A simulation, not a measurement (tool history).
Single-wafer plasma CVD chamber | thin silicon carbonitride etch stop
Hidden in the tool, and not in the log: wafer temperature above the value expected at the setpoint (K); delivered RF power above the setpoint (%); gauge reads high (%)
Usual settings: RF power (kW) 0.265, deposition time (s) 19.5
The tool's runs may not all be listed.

| run | hour | RF power (kW) | deposition time (s) | wafers since the last listed run | hours since the last thermocouple change | hours since the last RF generator calibration | hours since the showerhead was replaced | hours since the gauge calibration | read-back reference wafer on the same gauge, thickness_nm | mean film thickness on the monitor wafer (nm) |
|---|---|---|---|---|---|---|---|---|---|---|
| 1 | 0 | 0.265 | 19.5 | 0 | 1579.6 | 1967.3 | 3316.4 | 294.3 | 14.295 | 12.501 |
| 2 | 22.6 | 0.265 | 19.5 | 640 | 1602.2 | 1989.9 | 3339 | 316.9 | 14.302 | 12.513 |
| 3 | 38.5 | 0.305 | 18.5 | 450 | 1618.1 | 2005.8 | 3354.9 | 332.8 | 14.297 | 12.345 |
| 4 | 71.1 | 0.265 | 22.3 | 923 | 1650.7 | 2038.4 | 3387.5 | 365.4 | 14.302 | 14.295 |
| 5 | 88.5 | 0.265 | 22.3 | 492 | 1668.1 | 2055.8 | 3404.9 | 382.8 | 14.293 | 14.302 |
| 6 | 161.2 | 0.265 | 19.5 | 2059 | 1740.8 | 2128.5 | 3477.6 | 455.5 | 14.3 | 12.469 |
| 7 | 192 | 0.265 | 19.5 | 872 | 1771.6 | 2159.3 | 3508.4 | 486.3 | 14.306 | 12.541 |
| 8 | 220.4 | 0.265 | 19.5 | 804 | 1800 | 2187.7 | 3536.8 | 514.7 | 14.294 | 12.512 |
| 9 | 233.1 | 0.265 | 19.5 | 359 | 1812.7 | 2200.4 | 3549.5 | 527.4 | 14.3 | 12.51 |
| 10 | 262.7 | 0.265 | 19.5 | 838 | 1842.3 | 2230 | 3579.1 | 557 | 14.302 | 12.531 |
| 11 | 276.1 | 0.265 | 19.5 | 379 | 1855.7 | 2243.4 | 3592.5 | 570.4 | 14.304 | 12.556 |
| 12 | 306.3 | 0.265 | 22.5 | 855 | 1885.9 | 2273.6 | 3622.7 | 600.6 | 14.299 | 14.459 |
| 13 | 335.2 | 0.265 | 22.5 | 818 | 1914.8 | 2302.5 | 3651.6 | 629.5 | 14.303 | 14.445 |
| 14 | 356.3 | 0.265 | 22.5 | 597 | 1935.9 | 2323.6 | 3672.7 | 650.6 | 14.298 | 14.418 |
|  | 378.3 | thermocouple changed; heater temperature recalibrated |
| 15 | 383.4 | 0.265 | 19.5 | 540 | 5.1 | 2350.7 | 3699.8 | 677.7 | 14.293 | 12.489 |
|  | 386.4 | gauge calibrated |
| 16 | 410.8 | 0.265 | 19.5 | 776 | 32.5 | 2378.1 | 3727.2 | 24.4 | 14.299 | 12.504 |
|  | 419 | RF generator calibrated |
| 17 | 446.7 | 0.295 | 17.1 | 790 | 68.4 | 27.7 | 3763.1 | 60.3 | 14.295 | 11.517 |
| 18 | 463.4 | 0.31 | 22.5 | 472 | 85.1 | 44.4 | 3779.8 | 77 | 14.295 | 15.371 |
|  | 485.1 | showerhead replaced |
| 19 | 488.1 | 0.24 | 16.2 | 472 | 109.8 | 69.1 | 3 | 101.7 | 14.303 | 10.364 |
| 20 | 514 | 0.23 | 23.3 | 733 | 135.7 | 95 | 28.9 | 127.6 | 14.291 | 14.631 |
| 21 | 529.1 | 0.29 | 22.2 | 427 | 150.8 | 110.1 | 44 | 142.7 | 14.298 | 14.846 |
| 22 | 551.2 | 0.265 | 19.5 | 625 | 172.9 | 132.2 | 66.1 | 164.8 | 14.301 | 12.784 |
| 23 | 569.6 | 0.225 | 23.3 | 521 | 191.3 | 150.6 | 84.5 | 183.2 | 14.302 | 14.585 |
| 24 | 582.1 | 0.3 | 19.5 | 354 | 203.8 | 163.1 | 97 | 195.7 | 14.294 | 13.164 |
| 25 | 607.3 | 0.265 | 19.5 | 713 | 229 | 188.3 | 122.2 | 220.9 | 14.302 | 12.718 |
| 26 | 637.6 | 0.225 | 19.5 | 858 | 259.3 | 218.6 | 152.5 | 251.2 | 14.297 | 12.158 |
| 27 | 708.7 | 0.32 | 16.9 | 2013 | 330.4 | 289.7 | 223.6 | 322.3 | 14.304 | 11.614 |
| 28 | 726.1 | 0.295 | 18.3 | 492 | 347.8 | 307.1 | 241 | 339.7 | 14.292 | 12.248 |
| 29 | 750 | 0.265 | 19.5 | 676 | 371.7 | 331 | 264.9 | 363.6 | 14.304 | 12.684 |
| 30 | 770.6 | 0.265 | 19.5 | 583 | 392.3 | 351.6 | 285.5 | 384.2 | 14.291 | 12.688 |
| 31 | 789.5 | 0.24 | 22.5 | 535 | 411.2 | 370.5 | 304.4 | 403.1 | 14.302 | 14.187 |
| 32 | 813.4 | 0.235 | 22.3 | 676 | 435.1 | 394.4 | 328.3 | 427 | 14.303 | 14.008 |
| 33 | 826.8 | 0.265 | 19.5 | 379 | 448.5 | 407.8 | 341.7 | 440.4 | 14.303 | 12.648 |

Forecast each of these 5 alternatives for the next run:
| A | 827.2 | 0.265 | 19.5 | 11 | 448.9 | 408.2 | 342.1 | 440.8 | ? | ? |
| B | 827.2 | 0.225 | 21.2 | 11 | 448.9 | 408.2 | 342.1 | 440.8 | ? | ? |
| C | 827.2 | 0.305 | 16.7 | 11 | 448.9 | 408.2 | 342.1 | 440.8 | ? | ? |
| D | 827.2 | 0.315 | 18 | 11 | 448.9 | 408.2 | 342.1 | 440.8 | ? | ? |
| E | 827.2 | 0.285 | 22.6 | 11 | 448.9 | 408.2 | 342.1 | 440.8 | ? | ? |

| run | read-back reference wafer on the same gauge, thickness_nm | mean film thickness on the monitor wafer (nm) |
|---|---|---|
| A | 14.297 | 12.63 |
| B | 14.297 | 13.131 |
| C | 14.297 | 11.245 |
| D | 14.297 | 12.23 |
| E | 14.297 | 14.935 |
Without the tool's hidden state the same runs would have given:
| run | mean film thickness on the monitor wafer (nm) |
|---|---|
| A | 12.797 |
| B | 13.305 |
| C | 11.394 |
| D | 12.392 |
| E | 15.132 |

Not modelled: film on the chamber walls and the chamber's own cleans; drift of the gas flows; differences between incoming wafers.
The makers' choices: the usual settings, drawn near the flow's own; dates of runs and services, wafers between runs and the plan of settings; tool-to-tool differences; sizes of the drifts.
